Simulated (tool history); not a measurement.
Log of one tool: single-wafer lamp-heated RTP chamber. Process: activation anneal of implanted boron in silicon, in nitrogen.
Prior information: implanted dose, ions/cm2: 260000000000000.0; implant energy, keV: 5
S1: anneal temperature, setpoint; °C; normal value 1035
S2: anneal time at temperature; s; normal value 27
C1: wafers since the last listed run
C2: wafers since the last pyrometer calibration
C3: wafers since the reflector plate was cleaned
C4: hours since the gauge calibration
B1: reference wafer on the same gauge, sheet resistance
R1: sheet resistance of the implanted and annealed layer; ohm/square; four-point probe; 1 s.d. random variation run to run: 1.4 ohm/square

Run 1, day 0: usual settings but S1 1049 °C, S2 15 s; C1 0; C2 5005; C3 3947; C4 807.6; B1 408.66. Result: R1 449.52 ohm/square.
Run 2, day 4.2: usual settings but S1 1049 °C, S2 15 s; C1 967; C2 5972; C3 4915; C4 908.4; B1 407.37. Result: R1 447.21 ohm/square.
Run 3, day 8.279: usual settings but S1 1049 °C, S2 15 s; C1 939; C2 6912; C3 5854; C4 1006.3; B1 407.48. Result: R1 446.52 ohm/square.
Run 4, day 10.462: usual settings but S2 33 s; C1 502; C2 7415; C3 6357; C4 1058.7; B1 407.51. Result: R1 441.27 ohm/square.
Run 5, day 13.121: usual settings; C1 612; C2 8027; C3 6969; C4 1122.5; B1 407.44. Result: R1 442.82 ohm/square.
At day 15.133: pyrometer window cleaned and pyrometer calibrated.
Run 6, day 16.054: usual settings; C1 598; C2 212; C3 7568; C4 1192.9; B1 406.9. Result: R1 440.54 ohm/square.
Run 7, day 19.496: usual settings; C1 792; C2 1005; C3 8361; C4 1275.5; B1 407.4. Result: R1 441.65 ohm/square.
Run 8, day 23.671: usual settings; C1 961; C2 1966; C3 9322; C4 1375.7; B1 407.68. Result: R1 442.41 ohm/square.

Run 9 has not been measured yet. What should we expect?
Run 9, day 25.942: usual settings but S2 34 s; C1 523; C2 2489; C3 9845; C4 1430.2; B1 ?. Result: R1 ?.

{"run 9": {"B1": 407.13, "R1": 438.79}}
With the hidden condition absent and the run-to-run variation left alone, this run would have shown R1 446.24 ohm/square.
